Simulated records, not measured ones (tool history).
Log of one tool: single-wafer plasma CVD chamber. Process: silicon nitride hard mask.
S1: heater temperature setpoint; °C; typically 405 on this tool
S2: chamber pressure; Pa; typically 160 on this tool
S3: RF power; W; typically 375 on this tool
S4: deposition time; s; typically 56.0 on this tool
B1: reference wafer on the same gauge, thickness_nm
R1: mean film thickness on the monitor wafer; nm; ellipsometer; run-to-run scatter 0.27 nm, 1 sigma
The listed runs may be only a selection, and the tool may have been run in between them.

| run | hour | S1 | S2 | S3 | S4 | B1 | R1 |
|---|---|---|---|---|---|---|---|
| 1 | 0.0 | 405 | 160 | 345 | 56.0 | 60.423 | 66.239 |
| 2 | 58.7 | 405 | 160 | 345 | 56.0 | 60.298 | 66.128 |
| 3 | 162.1 | 405 | 160 | 345 | 56.0 | 60.394 | 65.732 |
| 4 | 249.4 | 405 | 160 | 375 | 56.0 | 60.393 | 69.174 |
| 5 | 317.4 | 405 | 160 | 375 | 56.0 | 60.430 | 68.787 |
| 6 | 385.0 | 405 | 160 | 375 | 56.0 | 60.406 | 68.303 |
| 7 | 426.5 | 405 | 160 | 375 | 56.0 | 60.321 | 68.986 |
|  | 448.1 | capacitance manometer re-zeroed and calibrated |
| 8 | 494.8 | 405 | 179 | 335 | 56.0 | 60.403 | 71.288 |
| 9 | 578.3 | 405 | 160 | 375 | 56.0 | 60.333 | 70.543 |
| 10 | 618.0 | 405 | 160 | 375 | 56.0 | 60.418 | 70.486 |
|  | 630.8 | thermocouple changed; heater temperature recalibrated |
|  | 645.3 | showerhead replaced |
| 11 | 721.7 | 405 | 160 | 395 | 48.9 | 60.413 | 62.789 |
| 12 | 767.2 | 405 | 185 | 375 | 56.0 | 60.502 | 75.443 |
| 13 | 874.5 | 395 | 160 | 425 | 56.0 | 60.372 | 74.310 |
|  | 891.4 | RF generator calibrated |
| 14 | 919.1 | 405 | 160 | 375 | 52.8 | 60.351 | 65.946 |
| 15 | 975.7 | 399 | 176 | 410 | 48.5 | 60.377 | 66.118 |
| 16 | 1029.7 | 405 | 160 | 375 | 56.0 | 60.404 | 69.633 |
| 17 | 1242.4 | 419 | 160 | 415 | 60.2 | 60.340 | 78.165 |
| 18 | 1298.0 | 416 | 160 | 375 | 56.0 | 60.362 | 69.511 |
| 19 | 1374.6 | 405 | 160 | 375 | 56.0 | 60.434 | 69.919 |
| 20 | 1437.6 | 405 | 135 | 375 | 59.9 | 60.428 | 66.649 |
| 21 | 1540.7 | 405 | 160 | 375 | 56.0 | 60.457 | 69.134 |
| 22 | 1581.9 | 391 | 137 | 445 | 61.7 | 60.347 | 76.372 |
|  | 1619.6 | gauge calibrated |
| 23 | 1648.1 | 401 | 143 | 375 | 56.0 | 60.382 | 65.081 |
| 24 | 1705.7 | 405 | 160 | 375 | 64.9 | 60.335 | 80.838 |
| 25 | 1997.5 | 405 | 160 | 375 | 56.0 | 60.396 | 69.240 |
| 26 | 2068.0 | 400 | 160 | 430 | 49.6 | 60.411 | 65.033 |
| 27 | 2173.9 | 393 | 187 | 415 | 56.0 | 60.388 | 77.878 |

Below, each run's measurement less what the same run would have read without the hidden state. Both values contain the same run-to-run variation, but the gauge's scatter may not be the same in both:
Unlogged tool condition in this case: wafer temperature above the value expected at the setpoint (K); delivered RF power above the setpoint (%); true pressure above the setpoint (%); gauge reads high (%).
| run | R1 |
|---|---|
| 1 | -2.447 |
| 2 | -2.456 |
| 3 | -2.460 |
| 4 | -2.605 |
| 5 | -2.602 |
| 6 | -2.594 |
| 7 | -2.626 |
| 8 | -0.194 |
| 9 | -0.376 |
| 10 | -0.455 |
| 11 | -0.576 |
| 12 | -0.743 |
| 13 | -0.944 |
| 14 | -0.904 |
| 15 | -0.958 |
| 16 | -1.114 |
| 17 | -1.540 |
| 18 | -1.428 |
| 19 | -1.511 |
| 20 | -1.760 |
| 21 | -1.636 |
| 22 | -2.162 |
| 23 | -1.719 |
| 24 | -2.050 |
| 25 | -1.919 |
| 26 | -1.833 |
| 27 | -2.050 |
